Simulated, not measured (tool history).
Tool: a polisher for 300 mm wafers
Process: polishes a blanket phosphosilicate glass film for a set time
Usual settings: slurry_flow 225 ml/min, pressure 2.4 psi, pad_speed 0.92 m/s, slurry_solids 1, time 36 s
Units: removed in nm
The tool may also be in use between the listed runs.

run,hour,slurry_flow,pressure,pad_speed,slurry_solids,time,"incoming thickness of the incoming film, nm",removed
1,0,225,2.4,0.92,0.8,36,4242.6,188.1
2,70.7,225,2.4,0.92,0.8,36,4276.1,187.5
3,132.4,225,2.4,0.92,0.8,36,4329.3,189.6
4,197.5,245,2.4,0.92,1,36,4290.5,212.4
5,241.3,225,2.4,0.92,1.2,48,4257.1,305.2
6,322.4,300,2.4,0.92,1,25,4182.9,153.1
7,367,225,2.4,0.92,1.2,48,4233.1,321.2
8,425.9,225,2.4,0.92,1.1,36,4254.3,224.8
9,467.3,225,2,0.92,0.85,36,4208.8,171.4
10,500.7,225,2.4,0.92,1,28,4315,161.9
11,540.7,225,2.4,0.92,1,36,4342.1,213.5
12,587.7,225,3,0.92,0.75,36,4216.6,207.1
13,628.8,225,2.4,0.92,0.75,36,4298.2,174.6
14,678.4,225,2.4,1.14,1,36,4300.3,261.6
15,706.5,225,2.4,0.92,1,36,4322.4,218.1
16,757.5,225,2.4,0.92,1,44,4268.6,268.8
17,825.2,225,1.7,0.92,1.15,36,4297.1,178.4
18,869.6,225,2.8,1.14,0.75,36,4280.6,236.2
19,936.7,225,2.9,0.92,1,36,4202.5,245
20,967.8,275,2.4,0.7,1,36,4266.2,177.2
21,999.2,225,2.4,0.92,1,36,4212.1,207.2
22,1068.4,260,1.8,0.92,1,25,4271.5,125.3
23,1129.1,195,2.6,0.92,0.8,36,4247,198
24,1179.8,225,2.4,0.92,1,36,4254.4,216.8
25,1229.1,245,2.4,0.92,1,36,4191.9,223.6

Not shown: 10 entries that the log had between the listed runs. Between which runs, and how does the tool's hidden state differ before and after?
Between runs 5 and 6: worn pad replaced by a new one (hour 253.6)
  removal rate lost through wear of the pad, %: 5.19 -> 0.719
  measured less the result without the state, removed: -16.7 -> -1.1 nm
Between runs 7 and 8: conditioning disc replaced and pad reconditioned (hour 374.7)
  removal rate lost through wear of the pad, %: 0.93 -> 1.37
  measured less the result without the state, removed: -3 -> -3.1 nm
Between runs 8 and 9: slurry blender recalibrated (hour 438.3)
  removal rate lost through wear of the pad, %: 1.37 -> 1.78
  measured less the result without the state, removed: -3.1 -> -3.1 nm
Between runs 13 and 14: worn pad replaced by a new one (hour 665)
  removal rate lost through wear of the pad, %: 4.25 -> 0.565
  measured less the result without the state, removed: -7.7 -> -1.5 nm
Between runs 15 and 16: slurry nozzle cleaned (hour 749.5)
  removal rate lost through wear of the pad, %: 0.605 -> 0.783
  measured less the result without the state, removed: -1.3 -> -2.1 nm
Between runs 16 and 17: conditioning disc replaced and pad reconditioned (hour 806.5)
  removal rate lost through wear of the pad, %: 0.783 -> 1.23
  measured less the result without the state, removed: -2.1 -> -2.2 nm
Between runs 17 and 18: slurry blender recalibrated (hour 839.5)
  removal rate lost through wear of the pad, %: 1.23 -> 1.65
  measured less the result without the state, removed: -2.2 -> -4 nm
Between runs 20 and 21: head pressure recalibrated (hour 984)
  removal rate lost through wear of the pad, %: 2.94 -> 3.46
  measured less the result without the state, removed: -5.4 -> -7.4 nm
Between runs 21 and 22: worn pad replaced by a new one (hour 1061.7)
  removal rate lost through wear of the pad, %: 3.46 -> 0.46
  measured less the result without the state, removed: -7.4 -> -0.6 nm
Between runs 24 and 25: conditioning disc replaced and pad reconditioned (hour 1202.5)
  removal rate lost through wear of the pad, %: 0.821 -> 1.19
  measured less the result without the state, removed: -1.8 -> -2.7 nm
